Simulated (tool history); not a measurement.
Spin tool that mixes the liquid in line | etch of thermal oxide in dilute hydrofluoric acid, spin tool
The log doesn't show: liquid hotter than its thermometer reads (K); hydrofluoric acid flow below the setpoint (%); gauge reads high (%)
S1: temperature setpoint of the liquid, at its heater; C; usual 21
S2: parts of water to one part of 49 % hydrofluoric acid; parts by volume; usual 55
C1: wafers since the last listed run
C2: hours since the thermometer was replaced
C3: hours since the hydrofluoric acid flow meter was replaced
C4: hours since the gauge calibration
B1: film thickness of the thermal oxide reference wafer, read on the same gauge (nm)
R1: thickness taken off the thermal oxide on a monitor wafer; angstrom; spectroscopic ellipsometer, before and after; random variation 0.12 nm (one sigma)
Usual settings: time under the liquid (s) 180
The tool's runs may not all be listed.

run 1 hour=0 | S1=21 S2=55 time_under_the_liquid_(s)=215 | C1=0 C2=622.4 C3=757.5 C4=827.5 | B1=30.01 | R1=156.6
run 2 hour=51.8 | S1=21 S2=55 time_under_the_liquid_(s)=180 | C1=279 C2=674.2 C3=809.3 C4=879.3 | B1=30.01 | R1=134.1
run 3 hour=110.3 | S1=21 S2=55 time_under_the_liquid_(s)=180 | C1=315 C2=732.7 C3=867.8 C4=937.8 | B1=30 | R1=132.2
run 4 hour=169.6 | S1=21 S2=55 time_under_the_liquid_(s)=180 | C1=319 C2=792 C3=927.1 C4=997.1 | B1=30 | R1=132.4
run 5 hour=211.4 | S1=21 S2=55 time_under_the_liquid_(s)=100 | C1=225 C2=833.8 C3=968.9 C4=1038.9 | B1=30 | R1=73.3
run 6 hour=278.8 | S1=23 S2=65 time_under_the_liquid_(s)=180 | C1=363 C2=901.2 C3=1036.3 C4=1106.3 | B1=30 | R1=119.1
run 7 hour=351.1 | S1=23 S2=65 time_under_the_liquid_(s)=180 | C1=389 C2=973.5 C3=1108.6 C4=1178.6 | B1=30.01 | R1=122
run 8 hour=453 | S1=21 S2=55 time_under_the_liquid_(s)=180 | C1=548 C2=1075.4 C3=1210.5 C4=1280.5 | B1=30 | R1=132.3
-- hour=471.2 gauge calibrated
-- hour=508.5 hydrofluoric acid flow meter replaced
run 9 hour=536.3 | S1=21 S2=55 time_under_the_liquid_(s)=180 | C1=443 C2=1158.7 C3=27.8 C4=65.1 | B1=29.99 | R1=131.4
run 10 hour=572.8 | S1=21 S2=55 time_under_the_liquid_(s)=180 | C1=196 C2=1195.2 C3=64.3 C4=101.6 | B1=30 | R1=131.2
run 11 hour=621.4 | S1=21 S2=55 time_under_the_liquid_(s)=180 | C1=261 C2=1243.8 C3=112.9 C4=150.2 | B1=30.01 | R1=132.3
run 12 hour=689.6 | S1=24.5 S2=55 time_under_the_liquid_(s)=210 | C1=367 C2=1312 C3=181.1 C4=218.4 | B1=30 | R1=178.7
run 13 hour=742.7 | S1=17 S2=75 time_under_the_liquid_(s)=180 | C1=286 C2=1365.1 C3=234.2 C4=271.5 | B1=30 | R1=79.8
-- hour=806.7 thermometer replaced
run 14 hour=837.7 | S1=24 S2=80 time_under_the_liquid_(s)=110 | C1=506 C2=31 C3=329.2 C4=366.5 | B1=30.01 | R1=61.6
run 15 hour=895.5 | S1=17 S2=55 time_under_the_liquid_(s)=120 | C1=311 C2=88.8 C3=387 C4=424.3 | B1=29.99 | R1=74.8
run 16 hour=997.8 | S1=21 S2=55 time_under_the_liquid_(s)=180 | C1=551 C2=191.1 C3=489.3 C4=526.6 | B1=29.99 | R1=132.4
run 17 hour=1085.9 | S1=17.5 S2=25 time_under_the_liquid_(s)=80 | C1=474 C2=279.2 C3=577.4 C4=614.7 | B1=30.01 | R1=115
run 18 hour=1178.7 | S1=21 S2=55 time_under_the_liquid_(s)=180 | C1=499 C2=372 C3=670.2 C4=707.5 | B1=29.99 | R1=132
run 19 hour=1219.2 | S1=21 S2=55 time_under_the_liquid_(s)=180 | C1=218 C2=412.5 C3=710.7 C4=748 | B1=30.01 | R1=132.9
run 20 hour=1289.2 | S1=21 S2=55 time_under_the_liquid_(s)=180 | C1=377 C2=482.5 C3=780.7 C4=818 | B1=30 | R1=133.7
run 21 hour=1375.7 | S1=21 S2=35 time_under_the_liquid_(s)=210 | C1=465 C2=569 C3=867.2 C4=904.5 | B1=29.98 | R1=253.3
run 22 hour=1419.5 | S1=19 S2=40 time_under_the_liquid_(s)=130 | C1=235 C2=612.8 C3=911 C4=948.3 | B1=29.99 | R1=123.1

3 ways to go on from here, each from the tool as it stands after run 22. What would each give?
run A hour=1420 | S1=19.5 S2=55 time_under_the_liquid_(s)=180 | C1=2 C2=613.3 C3=911.5 C4=948.8 | B1=? | R1=?
run B hour=1420 | S1=25 S2=40 time_under_the_liquid_(s)=235 | C1=2 C2=613.3 C3=911.5 C4=948.8 | B1=? | R1=?
run C hour=1420 | S1=18 S2=55 time_under_the_liquid_(s)=240 | C1=2 C2=613.3 C3=911.5 C4=948.8 | B1=? | R1=?

run=A B1=30 R1=124.2
run=B B1=30 R1=286
run=C B1=30 R1=155.3
Without the tool's hidden state the same runs would have given:
run=A R1=124.2
run=B R1=286
run=C R1=155.3

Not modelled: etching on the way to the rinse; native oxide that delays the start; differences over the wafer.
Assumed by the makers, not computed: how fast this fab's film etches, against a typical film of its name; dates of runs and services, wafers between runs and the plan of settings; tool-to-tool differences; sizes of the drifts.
